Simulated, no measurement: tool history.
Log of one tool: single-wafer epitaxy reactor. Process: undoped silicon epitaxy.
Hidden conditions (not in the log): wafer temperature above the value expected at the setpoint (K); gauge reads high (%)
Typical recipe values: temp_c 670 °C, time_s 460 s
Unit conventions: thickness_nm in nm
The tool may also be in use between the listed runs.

run	hour	temp_c	time_s	wafers since the last listed run	hours since the last pyrometer calibration	hours since the gauge calibration	read-back reference wafer on the same gauge, thickness_nm	thickness_nm
1	0.0	678	460	0	1507.9	836.8	141.032	143.939
2	68.0	678	460	216	1575.9	904.8	140.914	144.676
3	104.9	678	460	117	1612.8	941.7	140.979	144.369
4	139.6	670	511	110	1647.5	976.4	141.122	138.779
5	177.1	670	460	119	1685.0	1013.9	140.992	124.496
6	235.2	670	460	185	1743.1	1072.0	140.983	125.786
7	270.1	670	513	111	1778.0	1106.9	140.868	138.466
8	328.6	670	407	186	1836.5	1165.4	140.993	110.236
9	379.8	670	407	163	1887.7	1216.6	140.946	110.846
10	428.3	670	407	154	1936.2	1265.1	141.113	110.633
11	478.7	670	460	160	1986.6	1315.5	140.925	125.012
12	502.8	670	460	76	2010.7	1339.6	140.968	125.094
13	559.2	670	460	179	2067.1	1396.0	140.972	125.096
14	625.1	670	460	210	2133.0	1461.9	141.040	124.815
15	678.2	670	460	169	2186.1	1515.0	140.981	124.403
16	709.9	670	460	101	2217.8	1546.7	140.933	125.147
# hour 861.4: pyrometer calibrated
17	875.5	670	460	502	14.1	1712.3	141.057	126.640
18	905.6	680	460	95	44.2	1742.4	141.061	151.635
19	953.1	680	460	151	91.7	1789.9	140.902	151.686
20	987.3	680	460	109	125.9	1824.1	140.989	150.827
21	1037.1	670	460	158	175.7	1873.9	141.044	125.990
22	1069.2	663	550	102	207.8	1906.0	141.141	132.777
23	1117.4	674	428	153	256.0	1954.2	140.991	126.529
24	1171.4	658	460	172	310.0	2008.2	140.953	101.975
25	1241.7	670	402	224	380.3	2078.5	140.868	110.934
26	1270.5	683	510	91	409.1	2107.3	140.983	178.402
27	1311.4	670	460	130	450.0	2148.2	141.046	126.759
28	1368.5	670	418	182	507.1	2205.3	140.980	115.401
# hour 1431.1: pyrometer calibrated, repeated, since the last time left the tool worse
29	1431.6	670	532	175	0.5	2268.4	140.977	142.820
30	1478.3	670	513	148	47.2	2315.1	141.057	137.723
31	1541.8	670	460	202	110.7	2378.6	140.984	123.477
# hour 1601.6: gauge calibrated
32	1613.2	655	534	227	182.1	11.6	141.084	107.985
33	1757.7	662	500	460	326.6	156.1	141.013	117.041
34	1783.1	678	531	80	352.0	181.5	140.955	166.125
35	1807.7	678	516	78	376.6	206.1	141.125	160.964
36	1856.0	684	419	153	424.9	254.4	141.015	145.839
37	1924.9	657	502	219	493.8	323.3	140.911	106.130
38	1950.6	679	460	81	519.5	349.0	140.956	145.962
39	2009.3	683	434	187	578.2	407.7	140.944	148.148
40	2059.6	657	374	160	628.5	458.0	140.914	79.273
41	2084.9	679	374	80	653.8	483.3	141.057	119.283
42	2154.8	681	460	222	723.7	553.2	140.968	151.940
43	2201.0	679	540	147	769.9	599.4	141.055	172.305
44	2229.0	665	511	89	797.9	627.4	141.009	126.215
45	2272.9	670	460	139	841.8	671.3	140.939	124.115

Here are 5 independent what-if runs from the current tool condition. What would each one return?
A	2273.4	670	460	1	842.3	671.8	?	?
B	2273.4	660	380	1	842.3	671.8	?	?
C	2273.4	666	519	1	842.3	671.8	?	?
D	2273.4	677	527	1	842.3	671.8	?	?
E	2273.4	664	460	1	842.3	671.8	?	?

run	read-back reference wafer on the same gauge, thickness_nm	thickness_nm
A	141.094	124.732
B	141.094	85.618
C	141.094	130.735
D	141.094	162.350
E	141.094	111.660
Without the tool's hidden state the same runs would have given:
run	thickness_nm
A	123.426
B	84.704
C	129.356
D	160.672
E	110.477

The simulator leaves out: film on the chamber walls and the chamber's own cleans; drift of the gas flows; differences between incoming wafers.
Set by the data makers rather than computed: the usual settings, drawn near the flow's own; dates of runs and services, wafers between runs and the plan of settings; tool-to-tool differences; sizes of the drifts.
